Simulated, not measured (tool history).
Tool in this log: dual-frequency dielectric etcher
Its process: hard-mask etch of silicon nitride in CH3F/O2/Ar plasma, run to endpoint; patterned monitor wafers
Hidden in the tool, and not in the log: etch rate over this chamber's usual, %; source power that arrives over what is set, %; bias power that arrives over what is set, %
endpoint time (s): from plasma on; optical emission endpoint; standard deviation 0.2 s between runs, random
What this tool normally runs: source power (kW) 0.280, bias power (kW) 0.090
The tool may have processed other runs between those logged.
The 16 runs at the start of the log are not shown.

| run | hour | source power (kW) | bias power (kW) | wafers since the last listed run | hours since the last wet clean | hours since the last source power generator calibration | hours since the last bias power generator calibration | hours since the last upper electrode change | incoming incoming film thickness, nm | endpoint time (s) |
|---|---|---|---|---|---|---|---|---|---|---|
| 17 | 198.8 | 0.250 | 0.102 | 3 | 0.8 | 3470.5 | 2984.7 | 150.4 | 30.58 | 44.6 |
| 18 | 227.8 | 0.240 | 0.104 | 374 | 29.8 | 3499.5 | 3013.7 | 179.4 | 30.63 | 45.0 |
| 19 | 241.8 | 0.280 | 0.100 | 180 | 43.8 | 3513.5 | 3027.7 | 193.4 | 30.56 | 41.9 |
| 20 | 252.9 | 0.300 | 0.068 | 143 | 54.9 | 3524.6 | 3038.8 | 204.5 | 30.67 | 46.1 |
| 21 | 269.4 | 0.280 | 0.090 | 212 | 71.4 | 3541.1 | 3055.3 | 221.0 | 30.90 | 43.7 |
| 22 | 286.7 | 0.330 | 0.112 | 223 | 88.7 | 3558.4 | 3072.6 | 238.3 | 30.85 | 36.9 |
| 23 | 292.8 | 0.280 | 0.090 | 78 | 94.8 | 3564.5 | 3078.7 | 244.4 | 30.59 | 43.5 |
|  | 312.0 | bias power generator calibrated |
|  | 315.0 | source power generator calibrated |
| 24 | 315.5 | 0.280 | 0.109 | 203 | 117.5 | 0.5 | 3.5 | 267.1 | 30.64 | 40.2 |
| 25 | 319.7 | 0.280 | 0.090 | 54 | 121.7 | 4.7 | 7.7 | 271.3 | 30.82 | 43.9 |
| 26 | 326.0 | 0.310 | 0.090 | 81 | 128.0 | 11.0 | 14.0 | 277.6 | 30.71 | 41.0 |
| 27 | 339.6 | 0.260 | 0.105 | 175 | 141.6 | 24.6 | 27.6 | 291.2 | 30.61 | 42.3 |
| 28 | 353.7 | 0.340 | 0.076 | 181 | 155.7 | 38.7 | 41.7 | 305.3 | 30.99 | 41.8 |
| 29 | 369.9 | 0.280 | 0.090 | 208 | 171.9 | 54.9 | 57.9 | 321.5 | 30.84 | 43.5 |
| 30 | 376.9 | 0.280 | 0.090 | 90 | 178.9 | 61.9 | 64.9 | 328.5 | 30.71 | 43.6 |
| 31 | 390.9 | 0.350 | 0.075 | 180 | 192.9 | 75.9 | 78.9 | 342.5 | 31.06 | 42.0 |
| 32 | 402.5 | 0.300 | 0.110 | 149 | 204.5 | 87.5 | 90.5 | 354.1 | 30.71 | 38.7 |
| 33 | 416.6 | 0.280 | 0.105 | 181 | 218.6 | 101.6 | 104.6 | 368.2 | 30.68 | 41.0 |
| 34 | 433.5 | 0.340 | 0.069 | 217 | 235.5 | 118.5 | 121.5 | 385.1 | 30.36 | 42.6 |
| 35 | 443.3 | 0.230 | 0.105 | 126 | 245.3 | 128.3 | 131.3 | 394.9 | 30.90 | 46.0 |
| 36 | 458.4 | 0.280 | 0.090 | 194 | 260.4 | 143.4 | 146.4 | 410.0 | 30.99 | 43.4 |

Below are 3 alternative next runs, each starting from the tool's condition after run 36. Predict each:
| A | 458.8 | 0.300 | 0.090 | 5 | 260.8 | 143.8 | 146.8 | 410.4 | 30.49 | ? |
| B | 458.8 | 0.250 | 0.105 | 5 | 260.8 | 143.8 | 146.8 | 410.4 | 30.49 | ? |
| C | 458.8 | 0.340 | 0.107 | 5 | 260.8 | 143.8 | 146.8 | 410.4 | 30.49 | ? |

| run | endpoint time (s) |
|---|---|
| A | 41.2 |
| B | 43.0 |
| C | 36.3 |
What these runs would have given with no unlogged condition in the tool:
| run | endpoint time (s) |
|---|---|
| A | 41.6 |
| B | 43.4 |
| C | 36.6 |
